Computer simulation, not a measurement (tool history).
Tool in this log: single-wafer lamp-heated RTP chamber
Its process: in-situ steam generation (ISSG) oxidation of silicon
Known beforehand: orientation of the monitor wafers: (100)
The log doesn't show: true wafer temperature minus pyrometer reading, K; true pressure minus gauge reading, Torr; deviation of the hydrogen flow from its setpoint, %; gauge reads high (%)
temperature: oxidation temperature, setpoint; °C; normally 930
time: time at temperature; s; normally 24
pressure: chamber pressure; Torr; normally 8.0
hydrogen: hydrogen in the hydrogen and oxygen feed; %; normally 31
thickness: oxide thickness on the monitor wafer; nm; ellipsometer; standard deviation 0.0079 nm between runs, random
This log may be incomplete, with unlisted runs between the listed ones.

| run | hour | temperature | time | pressure | hydrogen | wafers since the last listed run | wafers since the last pyrometer calibration | hours since the pressure gauge was zeroed | hours since the hydrogen flow controller was replaced | hours since the gauge calibration | read-back reference wafer on the same gauge, thickness | thickness |
|---|---|---|---|---|---|---|---|---|---|---|---|---|
| 1 | 0.0 | 930 | 24 | 8.0 | 31 | 0 | 2598 | 1991.5 | 3198.8 | 484.5 | 4.482 | 5.305 |
| 2 | 78.9 | 930 | 24 | 8.0 | 31 | 657 | 3256 | 2070.4 | 3277.7 | 563.4 | 4.480 | 5.324 |
| 3 | 164.0 | 930 | 24 | 7.6 | 31 | 708 | 3965 | 2155.5 | 3362.8 | 648.5 | 4.479 | 5.339 |
| 4 | 210.7 | 938 | 24 | 8.0 | 31 | 389 | 4354 | 2202.2 | 3409.5 | 695.2 | 4.479 | 5.456 |
| 5 | 293.6 | 938 | 24 | 8.0 | 31 | 690 | 5044 | 2285.1 | 3492.4 | 778.1 | 4.480 | 5.462 |
| 6 | 380.5 | 930 | 24 | 8.0 | 31 | 723 | 5768 | 2372.0 | 3579.3 | 865.0 | 4.480 | 5.333 |
| 7 | 425.4 | 930 | 24 | 8.0 | 31 | 374 | 6142 | 2416.9 | 3624.2 | 909.9 | 4.482 | 5.355 |
| 8 | 468.8 | 930 | 24 | 8.0 | 31 | 361 | 6504 | 2460.3 | 3667.6 | 953.3 | 4.481 | 5.342 |
| 9 | 547.4 | 930 | 24 | 8.0 | 31 | 654 | 7159 | 2538.9 | 3746.2 | 1031.9 | 4.479 | 5.335 |
| 10 | 678.1 | 930 | 29 | 8.0 | 31 | 1088 | 8248 | 2669.6 | 3876.9 | 1162.6 | 4.480 | 5.772 |
|  | 719.9 | pyrometer window cleaned and pyrometer calibrated |
|  | 775.3 | pressure gauge zeroed |
| 11 | 779.3 | 930 | 29 | 8.0 | 31 | 709 | 427 | 4.0 | 3978.1 | 1263.8 | 4.482 | 5.698 |
| 12 | 865.1 | 930 | 28 | 8.0 | 32 | 714 | 1142 | 89.8 | 4063.9 | 1349.6 | 4.480 | 5.678 |
|  | 933.8 | hydrogen flow controller replaced |
| 13 | 956.3 | 930 | 24 | 6.9 | 32 | 693 | 1835 | 181.0 | 22.5 | 1440.8 | 4.479 | 5.366 |
| 14 | 1013.5 | 923 | 21 | 8.0 | 31 | 476 | 2312 | 238.2 | 79.7 | 1498.0 | 4.481 | 4.951 |
|  | 1073.1 | gauge calibrated |
| 15 | 1078.9 | 947 | 24 | 8.0 | 31 | 544 | 2857 | 303.6 | 145.1 | 5.8 | 4.480 | 5.604 |
| 16 | 1186.6 | 938 | 24 | 7.4 | 31 | 897 | 3754 | 411.3 | 252.8 | 113.5 | 4.481 | 5.487 |
| 17 | 1262.9 | 936 | 18 | 9.1 | 24 | 635 | 4389 | 487.6 | 329.1 | 189.8 | 4.480 | 4.497 |
| 18 | 1357.5 | 941 | 24 | 8.4 | 23 | 788 | 5177 | 582.2 | 423.7 | 284.4 | 4.481 | 5.134 |
| 19 | 1419.4 | 930 | 24 | 8.0 | 31 | 515 | 5693 | 644.1 | 485.6 | 346.3 | 4.480 | 5.339 |
| 20 | 1477.6 | 930 | 24 | 8.0 | 31 | 484 | 6178 | 702.3 | 543.8 | 404.5 | 4.478 | 5.354 |
| 21 | 1520.8 | 930 | 24 | 8.0 | 31 | 359 | 6538 | 745.5 | 587.0 | 447.7 | 4.479 | 5.352 |
| 22 | 1563.0 | 930 | 24 | 8.0 | 32 | 351 | 6889 | 787.7 | 629.2 | 489.9 | 4.481 | 5.395 |

Predict each of these 3 candidate next runs independently; none follows another, all start after run 22:
| A | 1563.5 | 930 | 24 | 7.5 | 31 | 4 | 6894 | 788.2 | 629.7 | 490.4 | ? | ? |
| B | 1563.5 | 947 | 24 | 8.0 | 32 | 4 | 6894 | 788.2 | 629.7 | 490.4 | ? | ? |
| C | 1563.5 | 940 | 34 | 6.9 | 31 | 4 | 6894 | 788.2 | 629.7 | 490.4 | ? | ? |

| run | read-back reference wafer on the same gauge, thickness | thickness |
|---|---|---|
| A | 4.479 | 5.381 |
| B | 4.479 | 5.707 |
| C | 4.479 | 6.440 |
Had the tool no hidden state, the same runs would have come out as:
| run | thickness |
|---|---|
| A | 5.277 |
| B | 5.587 |
| C | 6.295 |

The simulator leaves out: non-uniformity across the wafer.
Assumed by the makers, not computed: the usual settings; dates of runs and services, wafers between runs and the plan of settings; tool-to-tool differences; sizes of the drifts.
